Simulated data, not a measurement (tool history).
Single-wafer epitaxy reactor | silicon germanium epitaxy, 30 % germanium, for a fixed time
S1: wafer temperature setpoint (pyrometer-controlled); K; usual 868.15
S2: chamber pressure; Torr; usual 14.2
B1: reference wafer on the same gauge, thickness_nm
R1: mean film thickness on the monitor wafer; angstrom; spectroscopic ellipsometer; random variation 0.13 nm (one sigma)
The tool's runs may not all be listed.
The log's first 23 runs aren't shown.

run,hour,S1,S2,B1,R1
24,269.6,868.15,14.2,55.614,402.48
# hour 285.8: pyrometer calibrated, repeated, since the last time left the tool worse
25,286.3,876.15,14.2,55.586,562.36
26,297.4,864.15,12.7,55.618,420.48
27,312.7,868.15,14.2,55.589,477.65
28,323,868.15,17.1,55.539,508.13
29,337.6,862.15,15.8,55.664,437.1
30,346,864.15,14.2,55.664,435.18
31,358.1,868.15,14.2,55.588,475.4

4 ways to go on from here, each from the tool as it stands after run 31. What would each give?
# hour 358.5: gauge calibrated
A,358.5,868.15,14.2,?,?
# hour 358.5: gauge calibrated
B,358.5,856.15,12.3,?,?
# hour 358.5: gauge calibrated
C,358.5,860.15,12.3,?,?
# hour 358.5: gauge calibrated
D,358.5,854.15,14.2,?,?

run,B1,R1
A,55.649,474.69
B,55.649,348.82
C,55.649,380.35
D,55.649,351.49
Without the tool's hidden state the same runs would have given:
run,R1
A,475.57
B,349.49
C,381.07
D,352.17

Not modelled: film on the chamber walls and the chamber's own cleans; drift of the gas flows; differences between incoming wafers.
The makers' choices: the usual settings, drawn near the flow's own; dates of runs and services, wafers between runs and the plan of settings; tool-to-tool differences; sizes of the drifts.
